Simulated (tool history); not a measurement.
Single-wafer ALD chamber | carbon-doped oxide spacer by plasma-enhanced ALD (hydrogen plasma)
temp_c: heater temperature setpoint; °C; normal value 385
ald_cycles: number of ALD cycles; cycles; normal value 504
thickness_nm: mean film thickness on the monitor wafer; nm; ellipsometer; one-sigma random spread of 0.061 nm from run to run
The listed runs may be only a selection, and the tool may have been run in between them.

run,hour,temp_c,ald_cycles,wafers since the last listed run,hours since the last thermocouple change,hours since the gauge calibration,"read-back reference wafer on the same gauge, thickness_nm",thickness_nm
1,0,385,566,0,2011.5,562.4,28.614,27.377
2,38.9,385,566,26,2050.4,601.3,28.596,27.378
3,121.6,385,566,55,2133.1,684,28.598,27.298
4,173.5,385,504,34,2185,735.9,28.593,24.301
5,266.6,385,504,62,2278.1,829,28.641,24.357
6,371.8,385,504,70,2383.3,934.2,28.599,24.426
7,432.9,385,504,40,2444.4,995.3,28.588,24.341
8,529,385,504,64,2540.5,1091.4,28.591,24.391
9,625.9,385,504,64,2637.4,1188.3,28.593,24.448
10,720.8,385,504,63,2732.3,1283.2,28.617,24.313
11,815,377,544,63,2826.5,1377.4,28.627,26.285
12,878.6,385,426,42,2890.1,1441,28.603,20.683
# hour 901.4: gauge calibrated
# hour 920.4: thermocouple changed; heater temperature recalibrated
13,968.8,385,504,55,48.4,67.4,28.608,24.326
14,1071.3,378,588,68,150.9,169.9,28.58,28.35
15,1125.9,391,456,36,205.5,224.5,28.631,22.014
16,1172.2,392,451,31,251.8,270.8,28.592,21.801
17,1226.1,399,596,36,305.7,324.7,28.621,28.792
18,1320.6,395,589,63,400.2,419.2,28.566,28.519
19,1423.7,373,437,69,503.3,522.3,28.585,21.1
20,1527.6,370,530,69,607.2,626.2,28.557,25.618
21,1618.9,385,504,61,698.5,717.5,28.606,24.355
22,1691.2,373,504,48,770.8,789.8,28.611,24.334
23,1747.5,399,554,37,827.1,846.1,28.605,26.773
24,1839,373,504,61,918.6,937.6,28.609,24.33
25,1884.4,378,504,30,964,983,28.581,24.316
26,1970.8,395,539,57,1050.4,1069.4,28.604,25.985

Alternative continuations, all from the tool just after run 26; predict every row:
A,1972,385,504,0,1051.6,1070.6,?,?
B,1972,399,586,0,1051.6,1070.6,?,?
C,1972,397,468,0,1051.6,1070.6,?,?
D,1972,385,458,0,1051.6,1070.6,?,?

run,"read-back reference wafer on the same gauge, thickness_nm",thickness_nm
A,28.59,24.276
B,28.59,28.154
C,28.59,22.542
D,28.59,22.06
Without the tool's unlogged condition, the same runs would have read:
run,thickness_nm
A,24.276
B,28.154
C,22.542
D,22.06

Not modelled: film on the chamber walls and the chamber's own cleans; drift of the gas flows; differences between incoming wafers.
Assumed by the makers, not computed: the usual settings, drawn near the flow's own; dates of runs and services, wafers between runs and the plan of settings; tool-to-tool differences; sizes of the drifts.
